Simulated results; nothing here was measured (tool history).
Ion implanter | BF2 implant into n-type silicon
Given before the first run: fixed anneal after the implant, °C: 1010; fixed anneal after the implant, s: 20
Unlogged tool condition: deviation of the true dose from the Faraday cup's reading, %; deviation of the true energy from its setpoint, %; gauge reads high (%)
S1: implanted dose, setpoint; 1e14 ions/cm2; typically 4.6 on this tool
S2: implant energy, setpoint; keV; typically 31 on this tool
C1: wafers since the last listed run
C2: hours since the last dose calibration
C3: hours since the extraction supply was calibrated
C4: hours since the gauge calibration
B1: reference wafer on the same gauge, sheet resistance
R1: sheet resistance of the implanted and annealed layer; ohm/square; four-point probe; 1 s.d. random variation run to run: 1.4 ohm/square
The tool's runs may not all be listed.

run	hour	S1	S2	C1	C2	C3	C4	B1	R1
1	0	4.6	31	0	396.9	4125.6	308.2	252.13	270.94
2	27	4.6	31	721	423.9	4152.6	335.2	252.07	269.99
3	44.4	4.6	31	465	441.3	4170	352.6	252.11	269.61
4	79.2	4.6	31	930	476.1	4204.8	387.4	252.29	274.45
5	99.5	4.6	31	542	496.4	4225.1	407.7	251.9	270.49
6	131.5	4.6	31	855	528.4	4257.1	439.7	251.93	269.89
7	145	4.6	31	360	541.9	4270.6	453.2	252.04	268.37
8	163	4.6	31	481	559.9	4288.6	471.2	251.84	271.28
# hour 180.8: gauge calibrated
9	191.9	4.6	31	772	588.8	4317.5	11.1	251.9	272.21
# hour 222.3: Faraday cup replaced and dose calibrated
10	225.6	4.16	31	687	3.3	4351.2	44.8	252.19	295.18
11	246.8	4.16	31	566	24.5	4372.4	66	252.34	294.26
12	259.5	4.16	31	339	37.2	4385.1	78.7	252.16	294.6
13	285.5	5.14	37.5	695	63.2	4411.1	104.7	252.23	241.4
14	315.2	4.6	21	793	92.9	4440.8	134.4	252.25	287.15
15	350.7	4.6	31	949	128.4	4476.3	169.9	251.94	268.74
16	381	3.99	27	810	158.7	4506.6	200.2	251.87	311.79
17	396.4	4.6	31	411	174.1	4522	215.6	251.77	270.68
18	409.8	4.6	20	358	187.5	4535.4	229	251.9	287.26
# hour 446.6: extraction supply calibrated
19	447.1	5.96	34	783	224.8	0.5	266.3	252.2	216.99
20	472.3	4.06	36	673	250	25.7	291.5	252.05	296.5
21	500.7	5.54	39	759	278.4	54.1	319.9	252.02	224.62

What does the tool deliver on the next run?
22	515.9	5.96	34	406	293.6	69.3	335.1	?	?

{"run 22": {"B1": 252.07, "R1": 217.26}}
Minus the tool's unlogged condition, the same run would have read R1 217.26 ohm/square.
